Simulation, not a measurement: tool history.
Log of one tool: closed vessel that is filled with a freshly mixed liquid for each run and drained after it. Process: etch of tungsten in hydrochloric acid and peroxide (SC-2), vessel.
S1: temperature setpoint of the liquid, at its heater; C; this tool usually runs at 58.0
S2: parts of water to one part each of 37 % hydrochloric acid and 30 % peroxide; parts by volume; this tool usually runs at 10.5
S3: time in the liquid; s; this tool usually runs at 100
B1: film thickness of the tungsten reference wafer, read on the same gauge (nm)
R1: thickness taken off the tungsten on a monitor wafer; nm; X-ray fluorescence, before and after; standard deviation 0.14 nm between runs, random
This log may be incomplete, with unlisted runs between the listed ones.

run	hour	S1	S2	S3	B1	R1
1	0.0	58.0	10.5	100	150.01	30.51
# hour 81.6: thermometer replaced
2	225.5	58.0	10.5	100	150.03	30.47
3	327.3	58.0	10.5	100	150.03	30.43
4	380.8	58.0	10.5	100	149.99	30.41
5	478.1	58.0	10.5	100	149.97	30.32
6	514.2	58.0	10.5	100	150.01	30.38
7	659.6	58.0	10.5	100	150.00	30.40
8	745.5	58.0	10.5	100	150.01	30.11
# hour 752.0: new drum of peroxide connected
# hour 800.1: thermometer replaced
9	809.4	58.0	10.5	100	150.00	29.37
# hour 874.3: chemicals flow meter replaced
10	897.8	58.0	10.5	100	150.02	29.16
11	954.0	58.0	10.5	100	149.97	29.11
12	1035.2	58.0	10.5	100	149.99	29.08
# hour 1068.8: new drum of peroxide connected, repeated, since the last time left the tool worse
13	1083.7	58.0	10.5	100	150.02	30.78
14	1181.4	58.0	10.5	100	150.01	30.82
# hour 1187.8: gauge calibrated
15	1268.8	63.0	10.5	100	149.98	42.41
16	1351.9	58.0	10.5	100	149.98	30.76
17	1456.0	65.5	14.0	50	150.00	18.98
18	1531.0	58.0	10.5	100	149.96	30.74
# hour 1552.4: thermometer replaced
19	1584.3	54.5	12.0	125	150.03	27.65
20	1662.7	52.0	10.5	145	149.99	30.00
21	1760.4	65.0	15.0	50	150.01	17.32
22	1820.1	58.0	12.5	50	150.03	13.23
23	1924.3	58.0	10.5	65	150.00	19.74
24	1999.5	63.0	7.0	150	149.97	86.07
25	2043.6	63.5	10.5	115	150.00	49.48
26	2100.9	55.0	7.0	100	150.02	35.07
27	2188.4	55.0	7.0	60	150.02	20.90
28	2230.0	48.5	8.5	100	149.97	19.54
29	2322.6	58.0	10.5	100	149.97	30.16
30	2414.7	66.5	6.0	100	149.98	79.55
# hour 2437.7: new drum of peroxide connected
# hour 2452.3: thermometer replaced
31	2475.2	58.0	7.5	100	150.00	40.59

Measured result minus the same run's result without the hidden state. Both carry the same run-to-run variation, though not necessarily the same gauge scatter:
What the log doesn't record here: liquid colder than its thermometer reads (K); chemicals flow above the setpoint (%); peroxide weaker than its label (%); gauge reads high (%).
run	R1
1	-0.55
2	-0.70
3	-0.76
4	-0.80
5	-0.86
6	-0.89
7	-0.99
8	-1.04
9	-1.91
10	-1.95
11	-1.99
12	-2.05
13	-0.10
14	-0.17
15	-0.30
16	-0.27
17	-0.22
18	-0.39
19	-0.39
20	-0.47
21	-0.32
22	-0.26
23	-0.43
24	-1.92
25	-1.19
26	-0.86
27	-0.55
28	-0.54
29	-0.91
30	-2.45
31	-0.12
